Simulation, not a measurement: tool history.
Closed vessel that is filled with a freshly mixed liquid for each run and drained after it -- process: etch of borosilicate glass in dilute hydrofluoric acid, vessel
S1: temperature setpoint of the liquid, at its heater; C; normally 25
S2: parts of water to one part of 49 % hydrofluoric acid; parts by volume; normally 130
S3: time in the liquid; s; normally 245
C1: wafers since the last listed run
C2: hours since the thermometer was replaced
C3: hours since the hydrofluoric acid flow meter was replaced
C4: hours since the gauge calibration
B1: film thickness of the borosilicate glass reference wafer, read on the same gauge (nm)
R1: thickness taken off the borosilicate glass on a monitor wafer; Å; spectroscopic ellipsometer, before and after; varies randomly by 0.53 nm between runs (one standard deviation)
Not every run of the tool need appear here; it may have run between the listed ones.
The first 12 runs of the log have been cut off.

run   hour    S1   S2   S3    C1     C2      C3     C4     B1      R1
     304.2  -- gauge calibrated
 13  329.9    25  130  245  2390  850.1  1727.2   25.7  59.99     625
 14  359.2    25  100  135  2693  879.4  1756.5     55  60.02   465.7
     366.7  -- thermometer replaced
 15  383.7    25  130  245  2160     17    1781   79.5  59.99   623.4
     397.2  -- hydrofluoric acid flow meter replaced
 16  412.2  23.5  180  130  2527   45.5      15    108  60.02   216.3
 17  445.9    28  160  335  3097   79.2    48.7  141.7  59.99   765.9
 18  474.9    25  130  245  2665  108.2    77.7  170.7     60   629.2
 19  490.2    22  130  370  1406  123.5      93    186     60   839.3
 20  510.1    25  130  245  1829  143.4   112.9  205.9     60   633.6
 21  525.7  26.5   85  145  1434    159   128.5  221.5     60   638.8
 22  540.3    23  110  135  1342  173.6   143.1  236.1  60.04   384.5
 23  570.4    23  130  365  2766  203.7   173.2  266.2  59.97   858.7
 24  588.7    25  130  370  1682    222   191.5  284.5  59.99   948.3
 25  601.6  22.5  175  175  1185  234.9   204.4  297.4  60.01   288.3
 26  636.4    25  105  245  3198  269.7   239.2  332.2  59.97   814.7
 27  702.6    29   70  245  6085  335.9   305.4  398.4  60.02  1486.8
 28  724.1    25   65  245  1976  357.4   326.9  419.9  60.01  1362.6
 29  739.1    25  160  320  1378  372.4   341.9  434.9  60.01   641.6
 30    789    25  130  245  4587  422.3   391.8  484.8  59.99   622.7
 31    808    25  130  295  1746  441.3   410.8  503.8  60.01   765.6
 32  824.7    25  110  245  1535    458   427.5  520.5  60.01   760.5
 33  856.2    23   80  350  2895  489.5     459    552  60.01  1413.5
 34  871.8  28.5  105  245  1434  505.1   474.6  567.6  60.03   910.7

Below are 3 alternative next runs, each starting from the tool's condition after run 34. Predict each:
  A  872.5  25  130  245  64  505.8  475.3  568.3   ?   ?
  B  872.5  30   80  245  64  505.8  475.3  568.3   ?   ?
  C  872.5  21   90  205  64  505.8  475.3  568.3   ?   ?

run     B1      R1
  A  59.99   626.7
  B  59.99  1317.4
  C  59.99   677.5
With the hidden condition removed and each run's random variation left untouched, the same runs would have given:
run      R1
  A   626.7
  B  1317.4
  C   677.5

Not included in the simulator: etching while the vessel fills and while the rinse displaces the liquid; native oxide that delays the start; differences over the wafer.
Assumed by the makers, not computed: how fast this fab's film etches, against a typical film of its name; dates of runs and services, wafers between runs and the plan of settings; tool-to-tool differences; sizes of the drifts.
